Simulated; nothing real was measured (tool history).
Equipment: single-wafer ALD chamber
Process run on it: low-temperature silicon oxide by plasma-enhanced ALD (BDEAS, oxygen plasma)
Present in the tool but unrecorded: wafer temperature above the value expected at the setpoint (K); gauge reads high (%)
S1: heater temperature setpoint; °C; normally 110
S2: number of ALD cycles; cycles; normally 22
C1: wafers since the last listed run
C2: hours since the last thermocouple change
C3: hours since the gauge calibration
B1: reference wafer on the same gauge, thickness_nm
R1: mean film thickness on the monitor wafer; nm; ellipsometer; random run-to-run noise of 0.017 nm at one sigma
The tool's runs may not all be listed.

run 1 hour=0.0 | S1=110 S2=22 | C1=0 C2=250.3 C3=919.1 | B1=2.656 | R1=3.138
run 2 hour=49.2 | S1=110 S2=22 | C1=392 C2=299.5 C3=968.3 | B1=2.657 | R1=3.157
run 3 hour=151.4 | S1=110 S2=22 | C1=815 C2=401.7 C3=1070.5 | B1=2.667 | R1=3.187
run 4 hour=194.2 | S1=110 S2=22 | C1=341 C2=444.5 C3=1113.3 | B1=2.674 | R1=3.215
run 5 hour=273.7 | S1=110 S2=22 | C1=634 C2=524.0 C3=1192.8 | B1=2.681 | R1=3.195
run 6 hour=367.1 | S1=110 S2=22 | C1=745 C2=617.4 C3=1286.2 | B1=2.691 | R1=3.201
run 7 hour=440.5 | S1=110 S2=22 | C1=585 C2=690.8 C3=1359.6 | B1=2.703 | R1=3.189
run 8 hour=498.5 | S1=110 S2=22 | C1=462 C2=748.8 C3=1417.6 | B1=2.706 | R1=3.270
-- hour=603.7 gauge calibrated
run 9 hour=757.5 | S1=105 S2=21 | C1=2067 C2=1007.8 C3=153.8 | B1=2.590 | R1=2.971
-- hour=793.7 thermocouple changed; heater temperature recalibrated
run 10 hour=808.1 | S1=105 S2=21 | C1=339 C2=14.4 C3=204.4 | B1=2.593 | R1=2.999
run 11 hour=879.2 | S1=105 S2=21 | C1=567 C2=85.5 C3=275.5 | B1=2.593 | R1=2.972
run 12 hour=958.2 | S1=110 S2=24 | C1=630 C2=164.5 C3=354.5 | B1=2.598 | R1=3.364
run 13 hour=1010.4 | S1=110 S2=24 | C1=416 C2=216.7 C3=406.7 | B1=2.601 | R1=3.364
run 14 hour=1070.8 | S1=110 S2=22 | C1=482 C2=277.1 C3=467.1 | B1=2.605 | R1=3.077
run 15 hour=1158.2 | S1=120 S2=22 | C1=697 C2=364.5 C3=554.5 | B1=2.604 | R1=3.060
run 16 hour=1201.7 | S1=125 S2=18 | C1=347 C2=408.0 C3=598.0 | B1=2.610 | R1=2.487
run 17 hour=1296.2 | S1=100 S2=22 | C1=754 C2=502.5 C3=692.5 | B1=2.618 | R1=3.141
run 18 hour=1345.2 | S1=101 S2=22 | C1=391 C2=551.5 C3=741.5 | B1=2.616 | R1=3.164
run 19 hour=1431.1 | S1=110 S2=24 | C1=685 C2=637.4 C3=827.4 | B1=2.623 | R1=3.410
run 20 hour=1479.3 | S1=98 S2=24 | C1=384 C2=685.6 C3=875.6 | B1=2.631 | R1=3.471
run 21 hour=1572.3 | S1=121 S2=23 | C1=742 C2=778.6 C3=968.6 | B1=2.636 | R1=3.252
run 22 hour=1634.0 | S1=110 S2=22 | C1=492 C2=840.3 C3=1030.3 | B1=2.636 | R1=3.135
-- hour=1645.8 thermocouple changed; heater temperature recalibrated
run 23 hour=1731.5 | S1=96 S2=24 | C1=714 C2=85.7 C3=1127.8 | B1=2.651 | R1=3.539
run 24 hour=1793.8 | S1=110 S2=25 | C1=497 C2=148.0 C3=1190.1 | B1=2.659 | R1=3.614
run 25 hour=1859.2 | S1=123 S2=18 | C1=521 C2=213.4 C3=1255.5 | B1=2.667 | R1=2.577
run 26 hour=1953.4 | S1=119 S2=18 | C1=751 C2=307.6 C3=1349.7 | B1=2.676 | R1=2.557
-- hour=1988.5 gauge calibrated
run 27 hour=2012.0 | S1=122 S2=22 | C1=467 C2=366.2 C3=23.5 | B1=2.604 | R1=3.071

Predict each of these 4 candidate next runs independently; none follows another, all start after run 27:
run A hour=2012.4 | S1=110 S2=19 | C1=3 C2=366.6 C3=23.9 | B1=? | R1=?
run B hour=2012.4 | S1=121 S2=24 | C1=3 C2=366.6 C3=23.9 | B1=? | R1=?
run C hour=2012.4 | S1=105 S2=26 | C1=3 C2=366.6 C3=23.9 | B1=? | R1=?
run D hour=2012.4 | S1=116 S2=25 | C1=3 C2=366.6 C3=23.9 | B1=? | R1=?

run=A B1=2.605 R1=2.692
run=B B1=2.605 R1=3.339
run=C B1=2.605 R1=3.713
run=D B1=2.605 R1=3.507
Without the tool's unlogged condition, the same runs would have read:
run=A R1=2.695
run=B R1=3.343
run=C R1=3.717
run=D R1=3.511

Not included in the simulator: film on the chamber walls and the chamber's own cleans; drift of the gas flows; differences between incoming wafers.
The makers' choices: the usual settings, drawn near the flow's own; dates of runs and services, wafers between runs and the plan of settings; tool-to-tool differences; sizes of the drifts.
